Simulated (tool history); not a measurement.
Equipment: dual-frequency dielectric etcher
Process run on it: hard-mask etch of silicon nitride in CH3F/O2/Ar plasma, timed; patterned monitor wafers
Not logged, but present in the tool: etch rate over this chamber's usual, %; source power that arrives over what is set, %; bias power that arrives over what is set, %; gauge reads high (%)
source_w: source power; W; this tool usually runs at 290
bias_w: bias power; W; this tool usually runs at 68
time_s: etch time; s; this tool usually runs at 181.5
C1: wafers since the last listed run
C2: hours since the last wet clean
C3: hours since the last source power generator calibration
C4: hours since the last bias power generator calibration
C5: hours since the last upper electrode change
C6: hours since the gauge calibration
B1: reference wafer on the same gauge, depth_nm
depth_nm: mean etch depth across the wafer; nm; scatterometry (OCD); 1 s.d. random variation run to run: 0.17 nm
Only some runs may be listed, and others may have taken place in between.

run 1 hour=0 | source_w=260 bias_w=63 time_s=181.5 | C1=0 C2=235.3 C3=4191.4 C4=4144.9 C5=2386.5 C6=198.5 | B1=111.9 | depth_nm=110.1
run 2 hour=16.5 | source_w=260 bias_w=63 time_s=181.5 | C1=101 C2=251.8 C3=4207.9 C4=4161.4 C5=2403 C6=215 | B1=112 | depth_nm=110.1
run 3 hour=28.3 | source_w=290 bias_w=68 time_s=181.5 | C1=72 C2=263.6 C3=4219.7 C4=4173.2 C5=2414.8 C6=226.8 | B1=112 | depth_nm=115.2
run 4 hour=35.7 | source_w=290 bias_w=68 time_s=181.5 | C1=45 C2=271 C3=4227.1 C4=4180.6 C5=2422.2 C6=234.2 | B1=112 | depth_nm=114.9
run 5 hour=47.4 | source_w=290 bias_w=68 time_s=181.5 | C1=71 C2=282.7 C3=4238.8 C4=4192.3 C5=2433.9 C6=245.9 | B1=111.9 | depth_nm=115.1
run 6 hour=55.9 | source_w=290 bias_w=58 time_s=181.5 | C1=52 C2=291.2 C3=4247.3 C4=4200.8 C5=2442.4 C6=254.4 | B1=112 | depth_nm=109.8
run 7 hour=72.7 | source_w=290 bias_w=58 time_s=181.5 | C1=103 C2=308 C3=4264.1 C4=4217.6 C5=2459.2 C6=271.2 | B1=112 | depth_nm=109.4
run 8 hour=87.8 | source_w=290 bias_w=58 time_s=181.5 | C1=92 C2=323.1 C3=4279.2 C4=4232.7 C5=2474.3 C6=286.3 | B1=112 | depth_nm=109.2
run 9 hour=101.6 | source_w=290 bias_w=68 time_s=181.5 | C1=84 C2=336.9 C3=4293 C4=4246.5 C5=2488.1 C6=300.1 | B1=112.1 | depth_nm=114.8
-- hour=106.8 bias power generator calibrated
run 10 hour=113.3 | source_w=240 bias_w=68 time_s=181.5 | C1=47 C2=348.6 C3=4304.7 C4=6.5 C5=2499.8 C6=311.8 | B1=112 | depth_nm=110.7
run 11 hour=121.9 | source_w=240 bias_w=68 time_s=181.5 | C1=52 C2=357.2 C3=4313.3 C4=15.1 C5=2508.4 C6=320.4 | B1=111.9 | depth_nm=110.6
run 12 hour=136.4 | source_w=290 bias_w=68 time_s=181.5 | C1=89 C2=371.7 C3=4327.8 C4=29.6 C5=2522.9 C6=334.9 | B1=112.1 | depth_nm=114.4
-- hour=141.7 gauge calibrated
-- hour=168.7 upper electrode replaced
run 13 hour=169.2 | source_w=290 bias_w=68 time_s=181.5 | C1=54 C2=404.5 C3=4360.6 C4=62.4 C5=0.5 C6=27.5 | B1=112 | depth_nm=114.1
run 14 hour=169.5 | source_w=290 bias_w=68 time_s=181.5 | C1=1 C2=404.8 C3=4360.9 C4=62.7 C5=0.8 C6=27.8 | B1=112 | depth_nm=114.4
run 15 hour=170.8 | source_w=290 bias_w=68 time_s=181.5 | C1=7 C2=406.1 C3=4362.2 C4=64 C5=2.1 C6=29.1 | B1=112.1 | depth_nm=114
run 16 hour=185.6 | source_w=360 bias_w=58 time_s=222 | C1=90 C2=420.9 C3=4377 C4=78.8 C5=16.9 C6=43.9 | B1=112 | depth_nm=139
run 17 hour=195.7 | source_w=290 bias_w=77 time_s=221.5 | C1=62 C2=431 C3=4387.1 C4=88.9 C5=27 C6=54 | B1=112 | depth_nm=144.8
run 18 hour=213.2 | source_w=290 bias_w=68 time_s=212.5 | C1=107 C2=448.5 C3=4404.6 C4=106.4 C5=44.5 C6=71.5 | B1=112 | depth_nm=133.4
run 19 hour=220.1 | source_w=290 bias_w=57 time_s=181.5 | C1=42 C2=455.4 C3=4411.5 C4=113.3 C5=51.4 C6=78.4 | B1=112 | depth_nm=108.2
run 20 hour=237 | source_w=320 bias_w=54 time_s=181.5 | C1=103 C2=472.3 C3=4428.4 C4=130.2 C5=68.3 C6=95.3 | B1=112 | depth_nm=108.6
-- hour=261.6 wet clean of the chamber
-- hour=263.3 source power generator calibrated
run 21 hour=263.8 | source_w=220 bias_w=75 time_s=155.5 | C1=6 C2=2.2 C3=0.5 C4=157 C5=95.1 C6=122.1 | B1=112 | depth_nm=98
run 22 hour=264.1 | source_w=230 bias_w=77 time_s=235 | C1=1 C2=2.5 C3=0.8 C4=157.3 C5=95.4 C6=122.4 | B1=112 | depth_nm=150
run 23 hour=274.8 | source_w=350 bias_w=59 time_s=160.5 | C1=65 C2=13.2 C3=11.5 C4=168 C5=106.1 C6=133.1 | B1=112 | depth_nm=102.2
run 24 hour=288 | source_w=290 bias_w=68 time_s=181.5 | C1=81 C2=26.4 C3=24.7 C4=181.2 C5=119.3 C6=146.3 | B1=112 | depth_nm=116.2
run 25 hour=300.3 | source_w=290 bias_w=68 time_s=143.5 | C1=75 C2=38.7 C3=37 C4=193.5 C5=131.6 C6=158.6 | B1=112 | depth_nm=92
run 26 hour=315.9 | source_w=270 bias_w=54 time_s=181.5 | C1=95 C2=54.3 C3=52.6 C4=209.1 C5=147.2 C6=174.2 | B1=112 | depth_nm=106.8
run 27 hour=333.6 | source_w=350 bias_w=68 time_s=181.5 | C1=108 C2=72 C3=70.3 C4=226.8 C5=164.9 C6=191.9 | B1=112 | depth_nm=120.3
run 28 hour=341.7 | source_w=290 bias_w=68 time_s=181.5 | C1=49 C2=80.1 C3=78.4 C4=234.9 C5=173 C6=200 | B1=112 | depth_nm=115.6

Alternative continuations, all from the tool just after run 28; predict every row:
run A hour=342.2 | source_w=290 bias_w=68 time_s=181.5 | C1=3 C2=80.6 C3=78.9 C4=235.4 C5=173.5 C6=200.5 | B1=? | depth_nm=?
run B hour=342.2 | source_w=360 bias_w=68 time_s=181.5 | C1=3 C2=80.6 C3=78.9 C4=235.4 C5=173.5 C6=200.5 | B1=? | depth_nm=?
run C hour=342.2 | source_w=250 bias_w=78 time_s=222.5 | C1=3 C2=80.6 C3=78.9 C4=235.4 C5=173.5 C6=200.5 | B1=? | depth_nm=?

run=A B1=112 depth_nm=115.7
run=B B1=112 depth_nm=120.8
run=C B1=112 depth_nm=144.1
With the hidden condition removed and each run's random variation left untouched, the same runs would have given:
run=A depth_nm=116.4
run=B depth_nm=121.6
run=C depth_nm=145.1
